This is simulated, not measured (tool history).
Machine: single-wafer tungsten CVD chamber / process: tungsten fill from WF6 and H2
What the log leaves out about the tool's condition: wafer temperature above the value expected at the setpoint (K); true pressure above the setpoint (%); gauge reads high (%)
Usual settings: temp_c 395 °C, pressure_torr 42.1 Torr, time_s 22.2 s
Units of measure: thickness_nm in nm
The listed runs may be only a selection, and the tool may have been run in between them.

run   hour  temp_c  pressure_torr  time_s  wafers since the last listed run  hours since the last thermocouple change  hours since the last manometer calibration  hours since the showerhead was replaced  hours since the gauge calibration  read-back reference wafer on the same gauge, thickness_nm  thickness_nm
  1      0     395           42.1    22.2                                 0                                      2015                                      1507.3                                   3331.4                                2.1                                                     68.592        58.373
  2    7.3     395           42.1    22.2                               118                                    2022.3                                      1514.6                                   3338.7                                9.4                                                     68.635        58.615
  3   17.4     395           42.1    22.2                               163                                    2032.4                                      1524.7                                   3348.8                               19.5                                                     68.611        58.421
  4   25.3     395           42.1    22.2                               127                                    2040.3                                      1532.6                                   3356.7                               27.4                                                     68.603        58.678
  5   36.8     395           42.1    22.2                               185                                    2051.8                                      1544.1                                   3368.2                               38.9                                                     68.571        58.418
  6   44.5     395           42.1    22.2                               124                                    2059.5                                      1551.8                                   3375.9                               46.6                                                     68.621        58.249
  7     59     395           42.1    22.2                               234                                      2074                                      1566.3                                   3390.4                               61.1                                                     68.552        58.222
  8   65.1     395           42.1    22.2                                98                                    2080.1                                      1572.4                                   3396.5                               67.2                                                      68.54         58.28
  9   78.6     399           42.1    22.2                               218                                    2093.6                                      1585.9                                     3410                               80.7                                                     68.635        61.853
 10   87.6     399           42.1    22.2                               145                                    2102.6                                      1594.9                                     3419                               89.7                                                     68.625        61.916
 11  105.4     383           42.1    22.2                               287                                    2120.4                                      1612.7                                   3436.8                              107.5                                                     68.611        47.228
 12  119.7     383           42.1    22.2                               231                                    2134.7                                        1627                                   3451.1                              121.8                                                     68.623        46.737
       134  -- showerhead replaced
 13  134.5     395           42.1    22.2                               109                                    2149.5                                      1641.8                                      0.5                              136.6                                                     68.597        57.728
 14    149     395           42.1    22.2                               234                                      2164                                      1656.3                                       15                              151.1                                                      68.56        57.573
 15  187.5     399           42.1    22.2                               622                                    2202.5                                      1694.8                                     53.5                              189.6                                                     68.612        61.401
 16  197.1     387           42.1    20.3                               155                                    2212.1                                      1704.4                                     63.1                              199.2                                                     68.624        45.637
 17    210     395           32.4    22.2                               208                                      2225                                      1717.3                                       76                              212.1                                                      68.63        46.087
 18  225.3     395           42.1    25.7                               247                                    2240.3                                      1732.6                                     91.3                              227.4                                                     68.516        66.175
     236.9  -- gauge calibrated
 19  240.9     382           37.7    23.8                               252                                    2255.9                                      1748.2                                    106.9                                  4                                                     68.617         44.43
     258.1  -- capacitance manometer re-zeroed and calibrated
 20  258.6     395           42.1    19.6                               156                                    2273.6                                         0.5                                    124.6                               21.7                                                     68.574        52.976
     267.3  -- thermocouple changed; heater temperature recalibrated
 21  267.8     395           42.1    20.7                                19                                       0.5                                         9.7                                    133.8                               30.9                                                     68.664        64.212
 22  277.2     395           44.8      26                               151                                       9.9                                        19.1                                    143.2                               40.3                                                     68.585        84.126
 23  286.2     395           42.1    22.2                               145                                      18.9                                        28.1                                    152.2                               49.3                                                     68.623        68.867
 24  299.3     383           37.9    23.5                               211                                        32                                        41.2                                    165.3                               62.4                                                     68.611        54.648
 25  309.7     385           39.1    20.3                               168                                      42.4                                        51.6                                    175.7                               72.8                                                     68.534         49.95
 26  318.3     395           37.6    19.3                               139                                        51                                        60.2                                    184.3                               81.4                                                     68.693        54.314
 27  329.5     401           42.1    25.9                               181                                      62.2                                        71.4                                    195.5                               92.6                                                      68.63        87.964
 28  343.3     395           42.1    22.2                               223                                        76                                        85.2                                    209.3                              106.4                                                     68.558        68.503

Across each entry between runs, compare the hidden state at the last listed run before it with the hidden state at the first listed run after it:
Runs 12 to 13: showerhead replaced (hour 134)
  wafer temperature above the value expected at the setpoint (K): -6.35 -> -6.42; true pressure above the setpoint (%): -7.12 -> -7.18
  measured less the result without the state, thickness_nm: -8.613 -> -10.354 nm
Runs 18 to 19: gauge calibrated (hour 236.9)
  wafer temperature above the value expected at the setpoint (K): -6.89 -> -6.97; true pressure above the setpoint (%): -7.6 -> -7.67
  measured less the result without the state, thickness_nm: -12.776 -> -9.11 nm
Runs 19 to 20: capacitance manometer re-zeroed and calibrated (hour 258.1)
  wafer temperature above the value expected at the setpoint (K): -6.97 -> -7.06; true pressure above the setpoint (%): -7.67 -> -0.499
  measured less the result without the state, thickness_nm: -9.11 -> -6.892 nm
Runs 20 to 21: thermocouple changed; heater temperature recalibrated (hour 267.3)
  wafer temperature above the value expected at the setpoint (K): -7.06 -> 0.748; true pressure above the setpoint (%): -0.499 -> -0.541
  measured less the result without the state, thickness_nm: -6.892 -> +0.531 nm
